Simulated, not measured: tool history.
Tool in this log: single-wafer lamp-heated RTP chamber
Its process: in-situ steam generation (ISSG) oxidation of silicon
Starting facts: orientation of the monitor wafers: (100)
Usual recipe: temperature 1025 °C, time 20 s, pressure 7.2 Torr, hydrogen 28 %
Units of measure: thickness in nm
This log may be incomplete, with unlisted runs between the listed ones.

| run | day | temperature | time | pressure | hydrogen | read-back reference wafer on the same gauge, thickness | thickness |
|---|---|---|---|---|---|---|---|
| 1 | 0 | 1010 | 18 | 7.2 | 28 | 6.001 | 5.573 |
| 2 | 1.467 | 1025 | 20 | 7.2 | 32 | 6 | 6.495 |
| 3 | 2.846 | 1025 | 20 | 7.2 | 28 | 5.999 | 6.284 |
| 4 | 4.038 | 1025 | 20 | 8.1 | 28 | 5.998 | 6.27 |
| 5 | 5.242 | 1014 | 20 | 7.2 | 28 | 5.998 | 5.959 |
| 6 | 7.712 | 1025 | 20 | 7.2 | 28 | 6.002 | 6.272 |
| 7 | 9.204 | 1025 | 20 | 7.2 | 28 | 5.997 | 6.287 |
| 8 | 9.892 | 1025 | 20 | 7.2 | 28 | 6 | 6.321 |
| 9 | 10.492 | 1025 | 22 | 7.2 | 28 | 5.996 | 6.599 |
| 10 | 11.979 | 1025 | 22 | 7.2 | 28 | 6 | 6.647 |
| 11 | 12.708 | 1025 | 22 | 7.2 | 28 | 6.004 | 6.614 |
| 12 | 13.733 | 1025 | 20 | 7.2 | 28 | 5.998 | 6.328 |
| 13 | 14.979 | 1025 | 20 | 7.2 | 28 | 5.998 | 6.353 |
| 14 | 15.85 | 1032 | 14 | 6.9 | 32 | 6.001 | 5.777 |
| 15 | 16.725 | 1025 | 20 | 7.2 | 28 | 6.001 | 6.377 |
| 16 | 18.108 | 1025 | 13 | 7.2 | 28 | 6.002 | 5.197 |
| 17 | 19.175 | 1025 | 20 | 7.2 | 28 | 5.996 | 6.384 |
| 18 | 20.096 | 1010 | 25 | 8.2 | 32 | 6.003 | 6.648 |
| 19 | 20.675 | 1025 | 20 | 8.3 | 18 | 5.997 | 5.563 |
| 20 | 21.375 | 1017 | 16 | 8.5 | 25 | 6.002 | 5.202 |
| 21 | 22.188 | 1045 | 26 | 6.9 | 23 | 6.001 | 7.461 |
| 22 | 23.162 | 1025 | 20 | 7.2 | 28 | 5.996 | 6.188 |
| 23 | 24.338 | 1025 | 20 | 8.5 | 21 | 6.005 | 5.766 |
| 24 | 25.238 | 1025 | 23 | 7.2 | 31 | 6.002 | 6.856 |
| 25 | 25.883 | 1025 | 20 | 7.2 | 28 | 5.999 | 6.2 |
| 26 | 26.396 | 1032 | 20 | 8.6 | 32 | 6.001 | 6.585 |
| 27 | 29.5 | 1025 | 20 | 7.2 | 28 | 6.002 | 6.231 |

Taken out of this log: 5 entries between the listed runs. Where each belongs, and how the hidden state differs across it:
In the gap between runs 8 and 9: gauge calibrated (day 9.967)
  true wafer temperature minus pyrometer reading, K: 3.91 -> 4.08
  difference, measured minus the result without the unlogged condition, thickness: +0.118 -> +0.131 nm
In the gap between runs 13 and 14: hydrogen flow controller replaced (day 15.729)
  true wafer temperature minus pyrometer reading, K: 5.49 -> 5.79
  difference, measured minus the result without the unlogged condition, thickness: +0.166 -> +0.151 nm
In the gap between runs 17 and 18: pyrometer window cleaned and pyrometer calibrated (day 20.067)
  true wafer temperature minus pyrometer reading, K: 7.01 -> 0.509
  difference, measured minus the result without the unlogged condition, thickness: +0.213 -> +0.016 nm
In the gap between runs 20 and 21: pressure gauge zeroed (day 21.946)
  true wafer temperature minus pyrometer reading, K: 0.518 -> 0.533
  difference, measured minus the result without the unlogged condition, thickness: +0.011 -> +0.022 nm
In the gap between runs 22 and 23: gauge calibrated (day 23.833)
  true wafer temperature minus pyrometer reading, K: 0.56 -> 0.606
  difference, measured minus the result without the unlogged condition, thickness: +0.017 -> +0.017 nm

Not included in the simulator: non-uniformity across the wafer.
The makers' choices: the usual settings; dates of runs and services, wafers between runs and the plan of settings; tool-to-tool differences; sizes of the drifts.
